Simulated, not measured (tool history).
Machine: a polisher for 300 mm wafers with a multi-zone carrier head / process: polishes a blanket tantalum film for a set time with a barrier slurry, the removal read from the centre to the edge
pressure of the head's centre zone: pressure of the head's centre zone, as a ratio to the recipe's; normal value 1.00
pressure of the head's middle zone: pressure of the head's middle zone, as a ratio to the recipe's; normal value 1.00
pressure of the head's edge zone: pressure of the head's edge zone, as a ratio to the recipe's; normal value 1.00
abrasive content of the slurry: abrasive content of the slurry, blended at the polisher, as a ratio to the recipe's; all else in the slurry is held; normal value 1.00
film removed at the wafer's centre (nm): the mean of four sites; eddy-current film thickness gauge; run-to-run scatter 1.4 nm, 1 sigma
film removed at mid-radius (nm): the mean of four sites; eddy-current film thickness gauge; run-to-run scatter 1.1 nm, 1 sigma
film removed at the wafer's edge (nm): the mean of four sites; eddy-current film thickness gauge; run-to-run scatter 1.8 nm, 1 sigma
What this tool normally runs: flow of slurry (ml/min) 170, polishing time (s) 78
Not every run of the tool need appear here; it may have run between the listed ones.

run	hour	flow of slurry (ml/min)	pressure of the head's centre zone	pressure of the head's middle zone	pressure of the head's edge zone	abrasive content of the slurry	polishing time (s)	incoming thickness of the incoming film, nm	film removed at the wafer's centre (nm)	film removed at mid-radius (nm)	film removed at the wafer's edge (nm)
1	0.0	170	1.00	1.00	1.00	1.00	78	345.5	129.7	131.2	132.9
2	6.0	170	1.00	1.00	1.00	1.00	78	344.9	128.8	130.0	130.7
3	47.6	170	1.00	1.00	1.00	1.00	78	339.5	126.2	128.0	129.9
4	63.2	170	1.00	1.00	1.00	1.00	78	339.7	126.8	128.4	127.5
5	79.6	170	1.00	1.00	1.00	1.00	78	342.4	127.3	128.1	131.4
6	87.1	170	1.00	1.00	1.00	1.00	78	342.3	124.9	128.6	129.7
# hour 97.2: worn pad replaced by a new one
7	98.2	170	1.00	1.00	1.00	1.00	78	344.3	122.1	121.8	124.5
8	114.3	170	1.00	1.00	1.00	1.00	78	342.1	116.0	117.9	122.0
9	130.5	170	1.00	1.00	1.00	1.00	78	341.9	115.5	116.2	120.6
# hour 142.8: slurry nozzle cleaned
10	145.0	170	1.00	1.00	1.00	1.00	78	340.9	115.2	114.1	118.5
# hour 152.5: worn pad replaced by a new one, repeated, since the last time left the tool worse
11	153.0	170	1.00	0.93	1.00	1.20	52	337.3	95.3	90.0	99.4
12	160.2	170	1.00	1.00	1.00	1.00	78	342.3	134.7	134.8	137.1
# hour 170.2: carrier head's membrane replaced by a new one
13	170.7	150	1.00	0.89	0.89	1.00	78	342.3	128.5	118.7	126.0
14	183.1	170	1.00	1.00	1.00	0.85	78	335.0	121.4	122.0	126.4
# hour 188.7: centre zone pressure recalibrated
# hour 201.2: edge zone pressure recalibrated
15	201.7	170	1.00	1.00	1.00	1.00	78	340.6	128.3	130.2	131.0
16	209.5	150	0.95	1.00	1.00	1.00	104	341.5	159.7	168.9	173.8
17	224.6	170	1.00	1.00	1.00	1.30	78	341.6	140.2	139.9	142.4
18	240.0	170	1.00	1.00	0.97	1.00	68	339.4	111.5	111.0	112.7
19	249.2	170	1.05	1.00	1.00	1.00	78	336.2	134.7	127.5	131.2
20	258.5	170	0.92	1.00	0.96	1.00	60	337.3	89.6	98.8	98.4

Here are 5 independent what-if runs from the current tool condition. What would each one return?
A	258.9	170	1.00	1.00	1.00	1.00	78	344.8	?	?	?
B	258.9	130	1.04	1.00	1.00	1.00	78	344.8	?	?	?
C	258.9	120	1.00	1.00	1.09	1.00	78	344.8	?	?	?
D	258.9	225	1.00	1.00	1.00	1.00	65	344.8	?	?	?
E	258.9	170	0.90	1.00	1.04	1.00	78	344.8	?	?	?

run	film removed at the wafer's centre (nm)	film removed at mid-radius (nm)	film removed at the wafer's edge (nm)
A	126.7	128.1	133.0
B	123.0	120.8	127.6
C	115.8	118.3	129.9
D	110.9	111.6	114.5
E	115.1	128.2	135.0
With no hidden state in the tool, these same runs would have given:
run	film removed at the wafer's centre (nm)	film removed at mid-radius (nm)	film removed at the wafer's edge (nm)
A	134.4	135.9	141.1
B	130.5	128.2	135.3
C	122.8	125.5	137.8
D	117.7	118.4	121.5
E	122.1	136.0	143.2
